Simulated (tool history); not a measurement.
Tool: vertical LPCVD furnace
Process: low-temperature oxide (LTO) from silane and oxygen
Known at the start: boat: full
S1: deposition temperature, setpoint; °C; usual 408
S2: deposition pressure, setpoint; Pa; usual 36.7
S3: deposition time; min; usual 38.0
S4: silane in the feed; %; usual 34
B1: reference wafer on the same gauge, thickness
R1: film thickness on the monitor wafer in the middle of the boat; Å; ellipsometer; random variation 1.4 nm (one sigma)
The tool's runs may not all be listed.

| run | hour | S1 | S2 | S3 | S4 | B1 | R1 |
|---|---|---|---|---|---|---|---|
| 1 | 0.0 | 400 | 36.7 | 38.0 | 34 | 437.13 | 3713.1 |
| 2 | 75.9 | 408 | 36.7 | 38.0 | 30 | 436.67 | 3405.3 |
| 3 | 151.9 | 408 | 36.7 | 38.0 | 30 | 437.12 | 3425.2 |
| 4 | 224.9 | 408 | 36.7 | 38.0 | 34 | 437.12 | 4087.9 |
| 5 | 329.5 | 408 | 36.7 | 38.0 | 34 | 436.98 | 4096.1 |
|  | 376.0 | gauge calibrated |
| 6 | 403.5 | 408 | 36.7 | 38.0 | 34 | 436.85 | 4086.9 |
| 7 | 508.6 | 408 | 36.7 | 38.0 | 34 | 436.70 | 4103.5 |
| 8 | 585.6 | 408 | 36.7 | 38.0 | 34 | 437.08 | 4115.3 |
| 9 | 665.3 | 408 | 36.7 | 38.0 | 34 | 436.98 | 4117.2 |
| 10 | 714.9 | 403 | 31.3 | 38.0 | 36 | 436.38 | 3625.1 |
|  | 760.6 | silane flow controller replaced |
| 11 | 765.0 | 408 | 36.7 | 38.0 | 34 | 437.26 | 4117.5 |
|  | 844.9 | pressure gauge zeroed |
| 12 | 846.3 | 408 | 36.7 | 49.5 | 29 | 437.01 | 4114.7 |
|  | 940.7 | thermocouples replaced and temperature profile calibrated |
| 13 | 994.2 | 408 | 45.3 | 44.5 | 31 | 436.76 | 5038.0 |
| 14 | 1069.5 | 417 | 36.7 | 31.0 | 34 | 437.23 | 3565.7 |
| 15 | 1150.3 | 408 | 36.7 | 48.0 | 40 | 437.30 | 6163.4 |
| 16 | 1199.4 | 411 | 39.3 | 43.5 | 28 | 437.28 | 3829.9 |
| 17 | 1250.1 | 408 | 36.7 | 38.0 | 34 | 437.35 | 3970.8 |

5 ways to go on from here, each from the tool as it stands after run 17. What would each give?
| A | 1254.8 | 408 | 36.7 | 44.0 | 34 | ? | ? |
| B | 1254.8 | 404 | 29.3 | 48.0 | 28 | ? | ? |
| C | 1254.8 | 408 | 42.0 | 38.0 | 30 | ? | ? |
| D | 1254.8 | 408 | 36.7 | 33.0 | 34 | ? | ? |
| E | 1254.8 | 399 | 30.0 | 45.5 | 36 | ? | ? |

| run | B1 | R1 |
|---|---|---|
| A | 437.36 | 4610.2 |
| B | 437.36 | 2921.4 |
| C | 437.36 | 3826.7 |
| D | 437.36 | 3457.6 |
| E | 437.36 | 3808.7 |
Without the tool's hidden state the same runs would have given:
| run | R1 |
|---|---|
| A | 4564.2 |
| B | 2885.1 |
| C | 3793.3 |
| D | 3423.1 |
| E | 3762.4 |

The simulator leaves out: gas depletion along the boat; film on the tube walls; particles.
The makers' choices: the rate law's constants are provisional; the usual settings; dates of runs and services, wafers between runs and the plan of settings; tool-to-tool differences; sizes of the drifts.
